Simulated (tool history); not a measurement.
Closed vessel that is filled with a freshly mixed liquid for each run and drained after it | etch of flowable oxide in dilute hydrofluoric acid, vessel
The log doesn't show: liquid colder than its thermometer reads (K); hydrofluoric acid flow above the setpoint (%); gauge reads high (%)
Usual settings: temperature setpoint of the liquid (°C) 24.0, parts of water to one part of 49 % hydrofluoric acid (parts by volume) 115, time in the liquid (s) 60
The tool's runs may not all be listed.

run	hour	temperature setpoint of the liquid (°C)	parts of water to one part of 49 % hydrofluoric acid (parts by volume)	time in the liquid (s)	wafers since the last listed run	hours since the thermometer was replaced	hours since the hydrofluoric acid flow meter was replaced	hours since the gauge calibration	read-back film thickness of the flowable oxide reference wafer, read on the same gauge (nm)	thickness taken off the flowable oxide on a monitor wafer (Å)
1	0.0	24.0	115	60	0	1070.1	698.9	899.5	40.00	226.4
2	29.4	24.0	115	60	2916	1099.5	728.3	928.9	39.99	226.8
3	56.3	24.0	115	60	2668	1126.4	755.2	955.8	40.01	228.4
4	81.9	24.0	115	60	2539	1152.0	780.8	981.4	40.00	228.0
5	120.6	24.0	115	60	3838	1190.7	819.5	1020.1	40.02	227.5
6	220.5	24.0	115	60	9909	1290.6	919.4	1120.0	39.99	230.3
7	249.7	24.0	115	60	2896	1319.8	948.6	1149.2	40.00	230.2
8	275.3	24.0	115	60	2539	1345.4	974.2	1174.8	40.01	232.1
9	292.2	24.0	115	60	1676	1362.3	991.1	1191.7	40.00	230.2
10	324.3	24.0	85	75	3184	1394.4	1023.2	1223.8	40.00	397.4
11	342.7	24.0	115	60	1825	1412.8	1041.6	1242.2	40.01	228.6
# hour 353.2: gauge calibrated
12	366.9	26.0	165	50	2400	1437.0	1065.8	13.7	40.01	137.3
13	383.5	24.0	115	60	1646	1453.6	1082.4	30.3	40.02	232.3
14	410.9	20.0	115	60	2717	1481.0	1109.8	57.7	39.99	198.6
15	427.7	24.0	135	60	1666	1497.8	1126.6	74.5	40.01	194.1
16	445.9	20.5	115	60	1805	1516.0	1144.8	92.7	40.00	202.5
17	477.8	24.0	115	60	3164	1547.9	1176.7	124.6	40.02	231.5
18	493.8	26.0	85	95	1587	1563.9	1192.7	140.6	40.00	565.9
19	525.6	22.0	150	95	3154	1595.7	1224.5	172.4	40.01	254.9
20	551.4	26.0	65	30	2559	1621.5	1250.3	198.2	40.01	236.0
# hour 565.0: hydrofluoric acid flow meter replaced
21	573.7	24.0	115	60	2112	1643.8	8.7	220.5	40.01	218.1
22	600.2	27.5	165	60	2628	1670.3	35.2	247.0	39.98	164.7
23	622.7	24.0	115	45	2231	1692.8	57.7	269.5	40.00	167.0
# hour 637.0: thermometer replaced
24	658.4	24.0	175	60	3442	21.4	93.4	305.2	39.99	136.3
25	693.8	24.0	115	60	3511	56.8	128.8	340.6	39.99	220.0
26	709.2	24.0	85	60	1527	72.2	144.2	356.0	40.01	311.2
27	740.3	24.0	115	60	3084	103.3	175.3	387.1	40.00	223.4
28	752.6	24.0	115	85	1220	115.6	187.6	399.4	40.01	317.3
29	842.1	20.5	75	60	8878	205.1	277.1	488.9	39.98	309.6
30	871.4	24.0	65	30	2906	234.4	306.4	518.2	40.00	210.8
31	898.2	24.0	115	60	2658	261.2	333.2	545.0	40.01	224.5
32	918.5	24.0	115	60	2013	281.5	353.5	565.3	39.99	224.4
33	935.0	24.0	115	60	1636	298.0	370.0	581.8	39.99	225.5
34	956.5	27.5	55	95	2132	319.5	391.5	603.3	39.99	927.0

Measured less the same run without the tool's hidden state. The same run-to-run variation is in both; the gauge's scatter may not be:
run	thickness taken off the flowable oxide on a monitor wafer (Å)
1	+9.3
2	+9.7
3	+9.9
4	+10.2
5	+10.6
6	+11.9
7	+12.1
8	+12.5
9	+12.6
10	+21.7
11	+13.0
12	+8.4
13	+13.7
14	+11.9
15	+12.1
16	+12.4
17	+14.7
18	+35.6
19	+17.1
20	+15.1
21	+3.1
22	+2.7
23	+2.9
24	+2.7
25	+4.5
26	+6.4
27	+5.1
28	+7.4
29	+8.3
30	+5.9
31	+6.9
32	+7.1
33	+7.3
34	+29.4

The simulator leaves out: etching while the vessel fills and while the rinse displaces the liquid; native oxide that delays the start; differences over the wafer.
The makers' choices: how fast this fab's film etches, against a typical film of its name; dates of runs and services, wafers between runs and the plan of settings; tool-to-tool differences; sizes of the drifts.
